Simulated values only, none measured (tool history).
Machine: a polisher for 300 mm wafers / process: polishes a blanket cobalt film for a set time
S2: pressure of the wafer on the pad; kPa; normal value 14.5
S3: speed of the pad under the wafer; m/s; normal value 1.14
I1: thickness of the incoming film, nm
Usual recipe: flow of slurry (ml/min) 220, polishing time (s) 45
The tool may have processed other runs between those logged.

run 1 day=0.000 | flow_of_slurry_(ml/min)=170 S2=14.5 S3=0.84 polishing_time_(s)=45 | I1=768.8 | film_removed_(angstrom)=2154
-- day=1.371 worn pad replaced by a new one
run 2 day=2.175 | flow_of_slurry_(ml/min)=170 S2=14.5 S3=0.84 polishing_time_(s)=45 | I1=768.2 | film_removed_(angstrom)=2130
run 3 day=5.092 | flow_of_slurry_(ml/min)=220 S2=14.5 S3=1.14 polishing_time_(s)=45 | I1=780.0 | film_removed_(angstrom)=2970
run 4 day=7.058 | flow_of_slurry_(ml/min)=220 S2=14.5 S3=1.14 polishing_time_(s)=45 | I1=781.6 | film_removed_(angstrom)=2873
-- day=7.492 head pressure recalibrated
run 5 day=9.462 | flow_of_slurry_(ml/min)=220 S2=14.5 S3=1.14 polishing_time_(s)=45 | I1=777.4 | film_removed_(angstrom)=3114
run 6 day=13.875 | flow_of_slurry_(ml/min)=220 S2=14.5 S3=1.14 polishing_time_(s)=45 | I1=793.4 | film_removed_(angstrom)=2990
run 7 day=16.996 | flow_of_slurry_(ml/min)=220 S2=14.5 S3=1.14 polishing_time_(s)=45 | I1=782.6 | film_removed_(angstrom)=3037
-- day=18.025 worn pad replaced by a new one
run 8 day=20.946 | flow_of_slurry_(ml/min)=220 S2=14.5 S3=1.14 polishing_time_(s)=45 | I1=775.1 | film_removed_(angstrom)=2933
-- day=22.492 head pressure recalibrated
run 9 day=24.704 | flow_of_slurry_(ml/min)=220 S2=14.5 S3=1.14 polishing_time_(s)=45 | I1=783.9 | film_removed_(angstrom)=3043
-- day=27.421 slurry nozzle cleaned
run 10 day=28.796 | flow_of_slurry_(ml/min)=220 S2=14.5 S3=1.14 polishing_time_(s)=35 | I1=780.0 | film_removed_(angstrom)=2316
run 11 day=31.188 | flow_of_slurry_(ml/min)=220 S2=14.5 S3=1.14 polishing_time_(s)=45 | I1=788.7 | film_removed_(angstrom)=2978
run 12 day=33.829 | flow_of_slurry_(ml/min)=255 S2=17.2 S3=1.14 polishing_time_(s)=45 | I1=787.8 | film_removed_(angstrom)=3479
-- day=34.079 worn pad replaced by a new one
run 13 day=36.604 | flow_of_slurry_(ml/min)=195 S2=17.2 S3=1.14 polishing_time_(s)=53 | I1=782.0 | film_removed_(angstrom)=3935
-- day=38.571 head pressure recalibrated
run 14 day=48.142 | flow_of_slurry_(ml/min)=150 S2=14.5 S3=1.30 polishing_time_(s)=45 | I1=782.7 | film_removed_(angstrom)=3215
-- day=48.450 worn pad replaced by a new one
-- day=51.304 head pressure recalibrated
run 15 day=60.062 | flow_of_slurry_(ml/min)=220 S2=14.5 S3=1.14 polishing_time_(s)=45 | I1=775.4 | film_removed_(angstrom)=2975
-- day=62.375 worn pad replaced by a new one
run 16 day=64.050 | flow_of_slurry_(ml/min)=275 S2=14.5 S3=1.14 polishing_time_(s)=45 | I1=779.1 | film_removed_(angstrom)=2969
-- day=65.867 slurry nozzle cleaned
-- day=65.879 head pressure recalibrated
run 17 day=66.942 | flow_of_slurry_(ml/min)=220 S2=14.5 S3=1.14 polishing_time_(s)=45 | I1=778.2 | film_removed_(angstrom)=3054
run 18 day=70.300 | flow_of_slurry_(ml/min)=280 S2=12.4 S3=1.14 polishing_time_(s)=50 | I1=769.8 | film_removed_(angstrom)=2965
run 19 day=73.008 | flow_of_slurry_(ml/min)=220 S2=18.6 S3=1.50 polishing_time_(s)=45 | I1=793.3 | film_removed_(angstrom)=4934

Below are 5 alternative next runs, each starting from the tool's condition after run 19. Predict each:
run A day=73.025 | flow_of_slurry_(ml/min)=220 S2=14.5 S3=1.14 polishing_time_(s)=45 | I1=780.0 | film_removed_(angstrom)=?
run B day=73.025 | flow_of_slurry_(ml/min)=155 S2=14.5 S3=0.88 polishing_time_(s)=45 | I1=780.0 | film_removed_(angstrom)=?
run C day=73.025 | flow_of_slurry_(ml/min)=220 S2=14.5 S3=1.28 polishing_time_(s)=45 | I1=780.0 | film_removed_(angstrom)=?
run D day=73.025 | flow_of_slurry_(ml/min)=220 S2=14.5 S3=0.74 polishing_time_(s)=45 | I1=780.0 | film_removed_(angstrom)=?
run E day=73.025 | flow_of_slurry_(ml/min)=165 S2=14.5 S3=1.14 polishing_time_(s)=45 | I1=780.0 | film_removed_(angstrom)=?

run=A film_removed_(angstrom)=2992
run=B film_removed_(angstrom)=2207
run=C film_removed_(angstrom)=3360
run=D film_removed_(angstrom)=1942
run=E film_removed_(angstrom)=2885
Without the tool's unlogged condition, the same runs would have read:
run=A film_removed_(angstrom)=3100
run=B film_removed_(angstrom)=2286
run=C film_removed_(angstrom)=3481
run=D film_removed_(angstrom)=2012
run=E film_removed_(angstrom)=2989
